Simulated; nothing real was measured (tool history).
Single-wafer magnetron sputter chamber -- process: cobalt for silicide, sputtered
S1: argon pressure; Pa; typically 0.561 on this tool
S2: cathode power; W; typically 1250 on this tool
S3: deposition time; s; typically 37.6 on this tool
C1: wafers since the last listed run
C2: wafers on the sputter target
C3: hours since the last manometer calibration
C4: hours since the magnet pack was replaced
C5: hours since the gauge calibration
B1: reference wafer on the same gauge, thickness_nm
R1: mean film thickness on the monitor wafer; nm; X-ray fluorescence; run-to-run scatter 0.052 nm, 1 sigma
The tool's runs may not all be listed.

| run | hour | S1 | S2 | S3 | C1 | C2 | C3 | C4 | C5 | B1 | R1 |
|---|---|---|---|---|---|---|---|---|---|---|---|
| 1 | 0.0 | 0.561 | 1250 | 37.6 | 0 | 478 | 722.9 | 8425.9 | 344.4 | 21.108 | 23.753 |
| 2 | 96.1 | 0.561 | 1250 | 37.6 | 2348 | 2827 | 819.0 | 8522.0 | 440.5 | 21.103 | 23.822 |
| 3 | 188.4 | 0.561 | 1250 | 37.6 | 2255 | 5083 | 911.3 | 8614.3 | 532.8 | 21.097 | 23.796 |
| 4 | 252.9 | 0.561 | 1250 | 37.6 | 1576 | 6659 | 975.8 | 8678.8 | 597.3 | 21.109 | 23.817 |
| 5 | 299.5 | 0.561 | 1250 | 37.6 | 1138 | 7798 | 1022.4 | 8725.4 | 643.9 | 21.077 | 23.740 |
|  | 319.7 | sputter target and shields replaced |
| 6 | 335.9 | 0.561 | 1250 | 37.6 | 694 | 395 | 1058.8 | 8761.8 | 680.3 | 21.122 | 23.809 |
| 7 | 405.0 | 0.493 | 1250 | 37.6 | 1688 | 2084 | 1127.9 | 8830.9 | 749.4 | 21.083 | 24.179 |
| 8 | 443.0 | 0.561 | 1250 | 37.6 | 928 | 3013 | 1165.9 | 8868.9 | 787.4 | 21.111 | 23.685 |
| 9 | 540.2 | 0.610 | 1250 | 40.8 | 2375 | 5388 | 1263.1 | 8966.1 | 884.6 | 21.120 | 25.441 |
| 10 | 628.6 | 0.610 | 1250 | 40.8 | 2160 | 7549 | 1351.5 | 9054.5 | 973.0 | 21.092 | 25.459 |
|  | 681.6 | sputter target and shields replaced |
| 11 | 696.4 | 0.489 | 1100 | 37.6 | 1461 | 362 | 1419.3 | 9122.3 | 1040.8 | 21.089 | 21.871 |
|  | 742.1 | gauge calibrated |
|  | 870.9 | capacitance manometer re-zeroed and calibrated |
|  | 995.3 | sputter target and shields replaced |
|  | 1012.2 | magnet pack replaced |
| 12 | 1012.7 | 0.561 | 1150 | 39.5 | 7144 | 229 | 141.8 | 0.5 | 270.6 | 21.101 | 23.236 |
| 13 | 1241.8 | 0.346 | 950 | 32.5 | 5599 | 5829 | 370.9 | 229.6 | 499.7 | 21.111 | 17.576 |
|  | 1312.8 | sputter target and shields replaced |
| 14 | 1330.4 | 0.561 | 1250 | 37.6 | 1969 | 430 | 459.5 | 318.2 | 588.3 | 21.093 | 23.808 |
| 15 | 1429.2 | 0.561 | 1350 | 32.5 | 2414 | 2845 | 558.3 | 417.0 | 687.1 | 21.113 | 21.848 |
| 16 | 1527.9 | 0.658 | 1350 | 37.6 | 2412 | 5257 | 657.0 | 515.7 | 785.8 | 21.090 | 24.515 |
| 17 | 1569.0 | 0.561 | 1150 | 37.6 | 1004 | 6261 | 698.1 | 556.8 | 826.9 | 21.101 | 22.242 |
|  | 1651.6 | sputter target and shields replaced |
| 18 | 1658.2 | 0.561 | 1450 | 40.3 | 1984 | 160 | 787.3 | 646.0 | 916.1 | 21.119 | 28.627 |
| 19 | 1734.1 | 0.561 | 1250 | 37.6 | 1855 | 2015 | 863.2 | 721.9 | 992.0 | 21.095 | 23.759 |
| 20 | 1804.4 | 0.561 | 1250 | 37.6 | 1718 | 3734 | 933.5 | 792.2 | 1062.3 | 21.088 | 23.773 |

Alternative continuations, all from the tool just after run 20; predict every row:
| A | 1804.8 | 0.561 | 1250 | 37.6 | 9 | 3743 | 933.9 | 792.6 | 1062.7 | ? | ? |
| B | 1804.8 | 0.685 | 1350 | 44.0 | 9 | 3743 | 933.9 | 792.6 | 1062.7 | ? | ? |
| C | 1804.8 | 0.561 | 1000 | 33.7 | 9 | 3743 | 933.9 | 792.6 | 1062.7 | ? | ? |
| D | 1804.8 | 0.443 | 1400 | 39.6 | 9 | 3743 | 933.9 | 792.6 | 1062.7 | ? | ? |

| run | B1 | R1 |
|---|---|---|
| A | 21.105 | 23.687 |
| B | 21.105 | 28.483 |
| C | 21.105 | 17.761 |
| D | 21.105 | 28.362 |
Without the tool's hidden state the same runs would have given:
| run | R1 |
|---|---|
| A | 23.687 |
| B | 28.483 |
| C | 17.761 |
| D | 28.362 |
